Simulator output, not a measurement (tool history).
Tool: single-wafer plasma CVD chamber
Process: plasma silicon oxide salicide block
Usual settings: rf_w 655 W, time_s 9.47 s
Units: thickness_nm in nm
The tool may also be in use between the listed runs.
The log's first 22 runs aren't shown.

| run | hour | rf_w | time_s | wafers since the last listed run | hours since the last RF generator calibration | hours since the showerhead was replaced | hours since the gauge calibration | read-back reference wafer on the same gauge, thickness_nm | thickness_nm |
|---|---|---|---|---|---|---|---|---|---|
| 23 | 1901.1 | 655 | 9.47 | 2932 | 920.3 | 544.8 | 2301.2 | 106.558 | 90.413 |
| 24 | 1942.1 | 655 | 9.47 | 1146 | 961.3 | 585.8 | 2342.2 | 106.679 | 89.931 |
| 25 | 2040.8 | 655 | 10.28 | 2758 | 1060.0 | 684.5 | 2440.9 | 106.658 | 97.668 |
| 26 | 2091.8 | 655 | 9.47 | 1425 | 1111.0 | 735.5 | 2491.9 | 106.690 | 89.466 |
| 27 | 2161.0 | 770 | 8.52 | 1934 | 1180.2 | 804.7 | 2561.1 | 106.596 | 84.559 |
| 28 | 2213.7 | 655 | 7.98 | 1473 | 1232.9 | 857.4 | 2613.8 | 106.736 | 75.329 |
| 29 | 2252.5 | 735 | 11.31 | 1084 | 1271.7 | 896.2 | 2652.6 | 106.631 | 111.135 |
| 30 | 2354.9 | 590 | 11.27 | 2862 | 1374.1 | 998.6 | 2755.0 | 106.695 | 103.359 |
|  | 2398.7 | gauge calibrated |
| 31 | 2402.3 | 720 | 11.22 | 1324 | 1421.5 | 1046.0 | 3.6 | 106.710 | 108.710 |
| 32 | 2460.0 | 785 | 10.42 | 1612 | 1479.2 | 1103.7 | 61.3 | 106.874 | 103.650 |
| 33 | 2540.5 | 580 | 9.47 | 2250 | 1559.7 | 1184.2 | 141.8 | 106.750 | 86.377 |
|  | 2561.1 | RF generator calibrated |
| 34 | 2647.5 | 600 | 11.19 | 2767 | 86.4 | 1291.2 | 248.8 | 106.734 | 105.338 |
| 35 | 2723.2 | 695 | 10.21 | 2116 | 162.1 | 1366.9 | 324.5 | 106.570 | 100.785 |
| 36 | 2772.2 | 560 | 9.47 | 1369 | 211.1 | 1415.9 | 373.5 | 106.804 | 87.066 |
| 37 | 2808.8 | 780 | 9.47 | 1023 | 247.7 | 1452.5 | 410.1 | 106.732 | 96.227 |
| 38 | 2857.2 | 700 | 7.86 | 1352 | 296.1 | 1500.9 | 458.5 | 106.739 | 76.787 |
| 39 | 2900.0 | 700 | 11.15 | 1196 | 338.9 | 1543.7 | 501.3 | 106.828 | 108.968 |
| 40 | 2980.6 | 615 | 8.00 | 2252 | 419.5 | 1624.3 | 581.9 | 106.692 | 74.745 |
| 41 | 3061.5 | 700 | 8.89 | 2261 | 500.4 | 1705.2 | 662.8 | 106.777 | 87.247 |
| 42 | 3132.1 | 700 | 8.78 | 1973 | 571.0 | 1775.8 | 733.4 | 106.545 | 85.508 |
| 43 | 3186.0 | 735 | 8.00 | 1506 | 624.9 | 1829.7 | 787.3 | 106.734 | 79.078 |

Forecast each of these 5 alternatives for the next run:
| A | 3186.4 | 655 | 9.47 | 11 | 625.3 | 1830.1 | 787.7 | ? | ? |
| B | 3186.4 | 655 | 8.78 | 11 | 625.3 | 1830.1 | 787.7 | ? | ? |
| C | 3186.4 | 655 | 8.80 | 11 | 625.3 | 1830.1 | 787.7 | ? | ? |
| D | 3186.4 | 780 | 8.94 | 11 | 625.3 | 1830.1 | 787.7 | ? | ? |
| E | 3186.4 | 585 | 11.10 | 11 | 625.3 | 1830.1 | 787.7 | ? | ? |

| run | read-back reference wafer on the same gauge, thickness_nm | thickness_nm |
|---|---|---|
| A | 106.665 | 90.733 |
| B | 106.665 | 84.122 |
| C | 106.665 | 84.314 |
| D | 106.665 | 90.045 |
| E | 106.665 | 102.989 |
Without the tool's hidden state the same runs would have given:
| run | thickness_nm |
|---|---|
| A | 91.860 |
| B | 85.167 |
| C | 85.361 |
| D | 91.164 |
| E | 104.269 |
